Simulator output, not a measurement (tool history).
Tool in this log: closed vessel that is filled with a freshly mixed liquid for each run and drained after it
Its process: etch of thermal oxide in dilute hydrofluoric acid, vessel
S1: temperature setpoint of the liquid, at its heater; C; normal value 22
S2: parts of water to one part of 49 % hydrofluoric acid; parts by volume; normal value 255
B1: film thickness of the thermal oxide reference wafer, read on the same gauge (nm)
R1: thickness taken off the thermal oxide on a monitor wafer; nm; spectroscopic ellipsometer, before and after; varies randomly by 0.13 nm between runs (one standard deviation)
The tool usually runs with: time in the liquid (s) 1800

{"run": 1, "day": 0.0, "S1": 22, "S2": 255, "time in the liquid (s)": 1135, "B1": 90.01, "R1": 18.96}
{"run": 2, "day": 1.488, "S1": 19, "S2": 255, "time in the liquid (s)": 1800, "B1": 90.04, "R1": 26.82}
{"run": 3, "day": 2.138, "S1": 19, "S2": 255, "time in the liquid (s)": 1800, "B1": 90.01, "R1": 26.83}
{"run": 4, "day": 3.588, "S1": 19, "S2": 255, "time in the liquid (s)": 1800, "B1": 90.01, "R1": 27}
{"run": 5, "day": 4.396, "S1": 22, "S2": 255, "time in the liquid (s)": 1800, "B1": 89.95, "R1": 30.14}
{"run": 6, "day": 5.412, "S1": 22, "S2": 255, "time in the liquid (s)": 1800, "B1": 89.96, "R1": 30.14}
{"run": 7, "day": 6.021, "S1": 22, "S2": 255, "time in the liquid (s)": 1800, "B1": 89.99, "R1": 29.88}
{"run": 8, "day": 6.529, "S1": 22, "S2": 255, "time in the liquid (s)": 1800, "B1": 90.06, "R1": 30.12}
{"run": 9, "day": 9.325, "S1": 22, "S2": 255, "time in the liquid (s)": 1800, "B1": 90.01, "R1": 29.98}
{"run": 10, "day": 10.512, "S1": 22, "S2": 255, "time in the liquid (s)": 1800, "B1": 90.06, "R1": 30.24}
{"run": 11, "day": 11.408, "S1": 22, "S2": 255, "time in the liquid (s)": 1800, "B1": 90.01, "R1": 30.34}
{"run": 12, "day": 12.679, "S1": 22, "S2": 255, "time in the liquid (s)": 1800, "B1": 90, "R1": 30.46}
{"run": 13, "day": 13.688, "S1": 22, "S2": 255, "time in the liquid (s)": 1800, "B1": 89.98, "R1": 30.71}
{"run": 14, "day": 15.15, "S1": 22, "S2": 255, "time in the liquid (s)": 1060, "B1": 89.99, "R1": 18}
{"run": 15, "day": 17.154, "S1": 17.5, "S2": 355, "time in the liquid (s)": 1800, "B1": 90.07, "R1": 16.97}
{"run": 16, "day": 17.754, "S1": 22, "S2": 200, "time in the liquid (s)": 855, "B1": 89.96, "R1": 19.44}
{"day": 18.4, "done": "gauge calibrated"}
{"run": 17, "day": 18.896, "S1": 20, "S2": 255, "time in the liquid (s)": 1410, "B1": 90.07, "R1": 22.45}
{"day": 18.954, "done": "thermometer replaced"}
{"run": 18, "day": 19.796, "S1": 22, "S2": 255, "time in the liquid (s)": 1800, "B1": 89.95, "R1": 27.95}
{"run": 19, "day": 21.283, "S1": 22, "S2": 295, "time in the liquid (s)": 1800, "B1": 90.01, "R1": 22.93}
{"day": 21.975, "done": "hydrofluoric acid flow meter replaced"}
{"run": 20, "day": 22.058, "S1": 22, "S2": 255, "time in the liquid (s)": 1800, "B1": 90, "R1": 27.7}
{"run": 21, "day": 23.3, "S1": 22, "S2": 255, "time in the liquid (s)": 1800, "B1": 90.05, "R1": 28.12}
{"run": 22, "day": 24.604, "S1": 20.5, "S2": 210, "time in the liquid (s)": 900, "B1": 90, "R1": 16.77}
{"run": 23, "day": 25.25, "S1": 22, "S2": 255, "time in the liquid (s)": 1800, "B1": 89.98, "R1": 28.08}
{"run": 24, "day": 28.488, "S1": 22, "S2": 255, "time in the liquid (s)": 1800, "B1": 90, "R1": 28.22}
{"run": 25, "day": 29.746, "S1": 17.5, "S2": 290, "time in the liquid (s)": 1800, "B1": 89.98, "R1": 20.38}
{"run": 26, "day": 30.975, "S1": 20, "S2": 310, "time in the liquid (s)": 2720, "B1": 89.97, "R1": 31.02}
{"run": 27, "day": 32.008, "S1": 22, "S2": 160, "time in the liquid (s)": 1800, "B1": 89.97, "R1": 49.99}
{"run": 28, "day": 33.429, "S1": 22, "S2": 255, "time in the liquid (s)": 1800, "B1": 89.98, "R1": 28.37}
{"run": 29, "day": 34.362, "S1": 22, "S2": 255, "time in the liquid (s)": 2570, "B1": 90.03, "R1": 40.27}
{"run": 30, "day": 35.267, "S1": 19.5, "S2": 375, "time in the liquid (s)": 1010, "B1": 89.93, "R1": 8.88}
{"run": 31, "day": 36.562, "S1": 22, "S2": 255, "time in the liquid (s)": 1800, "B1": 90.02, "R1": 28.34}
{"run": 32, "day": 37.925, "S1": 19.5, "S2": 255, "time in the liquid (s)": 2755, "B1": 89.99, "R1": 39.83}
{"run": 33, "day": 38.442, "S1": 24, "S2": 255, "time in the liquid (s)": 860, "B1": 89.98, "R1": 14.48}

Alternative continuations, all from the tool just after run 33; predict every row:
{"run": "A", "day": 38.492, "S1": 22, "S2": 255, "time in the liquid (s)": 1800, "B1": "?", "R1": "?"}
{"run": "B", "day": 38.492, "S1": 22, "S2": 255, "time in the liquid (s)": 2610, "B1": "?", "R1": "?"}
{"run": "C", "day": 38.492, "S1": 27, "S2": 140, "time in the liquid (s)": 900, "B1": "?", "R1": "?"}
{"run": "D", "day": 38.492, "S1": 23.5, "S2": 310, "time in the liquid (s)": 2795, "B1": "?", "R1": "?"}
{"run": "E", "day": 38.492, "S1": 20, "S2": 330, "time in the liquid (s)": 1425, "B1": "?", "R1": "?"}

run=A B1=90.05 R1=28.46
run=B B1=90.05 R1=41.27
run=C B1=90.05 R1=35.38
run=D B1=90.05 R1=36.31
run=E B1=90.05 R1=15.11
Had the tool no hidden state, the same runs would have come out as:
run=A R1=27.58
run=B R1=39.99
run=C R1=34.26
run=D R1=35.25
run=E R1=14.65
